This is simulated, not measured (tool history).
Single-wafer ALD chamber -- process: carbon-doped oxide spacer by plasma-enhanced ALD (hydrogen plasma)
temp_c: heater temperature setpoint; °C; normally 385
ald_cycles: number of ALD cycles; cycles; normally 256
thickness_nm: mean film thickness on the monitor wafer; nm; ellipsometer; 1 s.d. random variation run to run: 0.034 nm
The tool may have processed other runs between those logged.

| run | hour | temp_c | ald_cycles | wafers since the last listed run | hours since the last thermocouple change | hours since the gauge calibration | read-back reference wafer on the same gauge, thickness_nm | thickness_nm |
|---|---|---|---|---|---|---|---|---|
| 1 | 0.0 | 385 | 256 | 0 | 1194.8 | 657.4 | 13.144 | 13.580 |
| 2 | 21.0 | 385 | 256 | 26 | 1215.8 | 678.4 | 13.144 | 13.639 |
|  | 26.2 | gauge calibrated |
| 3 | 53.2 | 377 | 256 | 39 | 1248.0 | 27.0 | 12.995 | 13.489 |
| 4 | 141.4 | 377 | 256 | 109 | 1336.2 | 115.2 | 13.011 | 13.455 |
| 5 | 175.4 | 385 | 217 | 42 | 1370.2 | 149.2 | 13.022 | 11.423 |
| 6 | 193.2 | 385 | 217 | 22 | 1388.0 | 167.0 | 13.027 | 11.460 |
| 7 | 224.8 | 395 | 216 | 39 | 1419.6 | 198.6 | 13.029 | 11.427 |
| 8 | 253.8 | 395 | 216 | 35 | 1448.6 | 227.6 | 13.041 | 11.431 |
| 9 | 281.1 | 385 | 238 | 33 | 1475.9 | 254.9 | 13.042 | 12.556 |
| 10 | 303.0 | 385 | 218 | 27 | 1497.8 | 276.8 | 13.047 | 11.554 |
| 11 | 315.5 | 385 | 218 | 15 | 1510.3 | 289.3 | 13.051 | 11.524 |
| 12 | 336.0 | 374 | 256 | 25 | 1530.8 | 309.8 | 13.057 | 13.528 |
| 13 | 369.4 | 385 | 256 | 41 | 1564.2 | 343.2 | 13.061 | 13.546 |
| 14 | 403.2 | 385 | 221 | 41 | 1598.0 | 377.0 | 13.066 | 11.716 |
| 15 | 424.1 | 395 | 256 | 25 | 1618.9 | 397.9 | 13.071 | 13.589 |
|  | 439.2 | thermocouple changed; heater temperature recalibrated |
| 16 | 458.1 | 395 | 256 | 32 | 18.9 | 431.9 | 13.078 | 13.573 |
| 17 | 472.6 | 395 | 256 | 17 | 33.4 | 446.4 | 13.079 | 13.535 |
| 18 | 507.6 | 385 | 256 | 43 | 68.4 | 481.4 | 13.085 | 13.561 |
| 19 | 526.4 | 385 | 256 | 23 | 87.2 | 500.2 | 13.095 | 13.585 |
| 20 | 581.9 | 385 | 256 | 68 | 142.7 | 555.7 | 13.101 | 13.590 |
| 21 | 607.2 | 385 | 256 | 31 | 168.0 | 581.0 | 13.104 | 13.564 |
| 22 | 627.5 | 385 | 256 | 25 | 188.3 | 601.3 | 13.107 | 13.618 |
| 23 | 652.6 | 385 | 240 | 31 | 213.4 | 626.4 | 13.115 | 12.750 |
| 24 | 684.9 | 373 | 256 | 40 | 245.7 | 658.7 | 13.125 | 13.611 |
| 25 | 706.6 | 385 | 211 | 26 | 267.4 | 680.4 | 13.127 | 11.229 |
|  | 717.1 | gauge calibrated |
| 26 | 732.4 | 373 | 240 | 31 | 293.2 | 15.3 | 12.980 | 12.666 |
| 27 | 754.1 | 375 | 256 | 26 | 314.9 | 37.0 | 12.984 | 13.432 |
| 28 | 776.8 | 385 | 256 | 28 | 337.6 | 59.7 | 12.991 | 13.410 |
| 29 | 791.0 | 385 | 218 | 17 | 351.8 | 73.9 | 12.990 | 11.466 |
| 30 | 818.3 | 396 | 256 | 33 | 379.1 | 101.2 | 12.997 | 13.479 |
| 31 | 833.7 | 398 | 206 | 19 | 394.5 | 116.6 | 13.004 | 10.891 |
| 32 | 860.0 | 371 | 230 | 32 | 420.8 | 142.9 | 13.008 | 12.086 |
| 33 | 879.3 | 385 | 256 | 23 | 440.1 | 162.2 | 13.011 | 13.478 |
| 34 | 894.7 | 374 | 294 | 19 | 455.5 | 177.6 | 13.014 | 15.504 |
| 35 | 940.7 | 399 | 256 | 57 | 501.5 | 223.6 | 13.019 | 13.421 |
| 36 | 965.0 | 393 | 256 | 30 | 525.8 | 247.9 | 13.024 | 13.504 |
| 37 | 986.8 | 381 | 208 | 27 | 547.6 | 269.7 | 13.027 | 10.997 |
| 38 | 1016.2 | 371 | 256 | 36 | 577.0 | 299.1 | 13.036 | 13.574 |
| 39 | 1028.7 | 385 | 256 | 15 | 589.5 | 311.6 | 13.038 | 13.582 |
| 40 | 1052.2 | 385 | 256 | 29 | 613.0 | 335.1 | 13.040 | 13.542 |
| 41 | 1069.7 | 385 | 256 | 21 | 630.5 | 352.6 | 13.049 | 13.554 |
| 42 | 1085.4 | 385 | 215 | 19 | 646.2 | 368.3 | 13.052 | 11.411 |
| 43 | 1108.4 | 385 | 256 | 28 | 669.2 | 391.3 | 13.056 | 13.605 |
| 44 | 1141.1 | 379 | 279 | 40 | 701.9 | 424.0 | 13.055 | 14.777 |
| 45 | 1175.5 | 396 | 234 | 42 | 736.3 | 458.4 | 13.069 | 12.384 |

Alternative continuations, all from the tool just after run 45; predict every row:
| A | 1176.3 | 385 | 256 | 0 | 737.1 | 459.2 | ? | ? |
| B | 1176.3 | 385 | 276 | 0 | 737.1 | 459.2 | ? | ? |
| C | 1176.3 | 398 | 216 | 0 | 737.1 | 459.2 | ? | ? |
| D | 1176.3 | 389 | 288 | 0 | 737.1 | 459.2 | ? | ? |
| E | 1176.3 | 373 | 278 | 0 | 737.1 | 459.2 | ? | ? |

| run | read-back reference wafer on the same gauge, thickness_nm | thickness_nm |
|---|---|---|
| A | 13.072 | 13.566 |
| B | 13.072 | 14.626 |
| C | 13.072 | 11.446 |
| D | 13.072 | 15.261 |
| E | 13.072 | 14.732 |
Without the tool's unlogged condition, the same runs would have read:
| run | thickness_nm |
|---|---|
| A | 13.495 |
| B | 14.549 |
| C | 11.386 |
| D | 15.181 |
| E | 14.654 |

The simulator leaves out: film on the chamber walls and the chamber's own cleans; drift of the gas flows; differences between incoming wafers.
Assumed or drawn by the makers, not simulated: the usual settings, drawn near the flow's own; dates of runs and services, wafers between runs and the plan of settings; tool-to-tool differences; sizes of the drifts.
